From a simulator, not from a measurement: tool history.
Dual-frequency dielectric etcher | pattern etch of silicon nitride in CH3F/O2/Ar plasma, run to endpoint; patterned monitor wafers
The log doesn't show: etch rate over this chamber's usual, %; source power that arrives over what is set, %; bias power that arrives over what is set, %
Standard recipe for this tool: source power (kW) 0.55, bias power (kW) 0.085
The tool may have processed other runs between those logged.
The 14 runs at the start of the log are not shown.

run     day  source power (kW)  bias power (kW)  wafers since the last listed run  hours since the last wet clean  hours since the last source power generator calibration  hours since the last bias power generator calibration  hours since the last upper electrode change  incoming incoming film thickness, nm  endpoint time (s)
 15  12.533               0.59            0.096                               425                           290.2                                                   1780.5                                                   69.2                                       1968.1                                 30.83               32.4
 16  13.558               0.55            0.085                               375                           314.8                                                   1805.1                                                   93.8                                       1992.7                                 30.81               35.8
 17  14.379               0.67            0.075                               300                           334.5                                                   1824.8                                                  113.5                                       2012.4                                 31.02               35.6
 18  15.075               0.55            0.085                               254                           351.2                                                   1841.5                                                  130.2                                       2029.1                                 31.33               36.1
 19  15.667               0.55            0.102                               216                           365.4                                                   1855.7                                                  144.4                                       2043.3                                  31.3                 33
 20  16.854               0.59            0.076                               434                           393.9                                                   1884.2                                                  172.9                                       2071.8                                 31.43               37.8
     17.854  -- upper electrode replaced
     18.675  -- wet clean of the chamber
 21  18.696               0.66            0.075                                 8                             0.5                                                   1928.4                                                  217.1                                         20.2                                 30.88                 35
 22  18.708               0.55            0.085                                 4                             0.8                                                   1928.7                                                  217.4                                         20.5                                 31.22               35.5
 23  19.921               0.59            0.094                               444                            29.9                                                   1957.8                                                  246.5                                         49.6                                  30.8               32.3
     20.675  -- source power generator calibrated
 24  23.329               0.48            0.079                              1187                           111.7                                                     63.7                                                  328.3                                        131.4                                 30.82               38.8
 25  24.804               0.68            0.073                               540                           147.1                                                     99.1                                                  363.7                                        166.8                                 31.17               35.8
 26  25.933               0.61            0.094                               413                           174.2                                                    126.2                                                  390.8                                        193.9                                 31.27               32.5
 27  26.879               0.55            0.096                               346                           196.9                                                    148.9                                                  413.5                                        216.6                                 31.13               33.4
 28  27.442               0.55            0.102                               206                           210.4                                                    162.4                                                    427                                        230.1                                 31.19               32.5
 29  28.817                0.5            0.104                               503                           243.4                                                    195.4                                                    460                                        263.1                                 31.16               33.5
 30  30.225               0.55            0.069                               515                           277.2                                                    229.2                                                  493.8                                        296.9                                 30.96               40.2
 31  31.333                0.5            0.077                               405                           303.8                                                    255.8                                                  520.4                                        323.5                                 30.97               39.1

Here are 3 independent what-if runs from the current tool condition. What would each one return?
  A  31.35               0.55            0.103                                 6                           304.2                                                    256.2                                                  520.8                                        323.9                                 31.35                  ?
  B  31.35               0.62            0.075                                 6                           304.2                                                    256.2                                                  520.8                                        323.9                                 31.35                  ?
  C  31.35                0.6            0.085                                 6                           304.2                                                    256.2                                                  520.8                                        323.9                                 31.35                  ?

run  endpoint time (s)
  A               32.5
  B               36.9
  C               34.9
With the hidden condition removed and each run's random variation left untouched, the same runs would have given:
run  endpoint time (s)
  A                 32
  B               36.4
  C               34.4
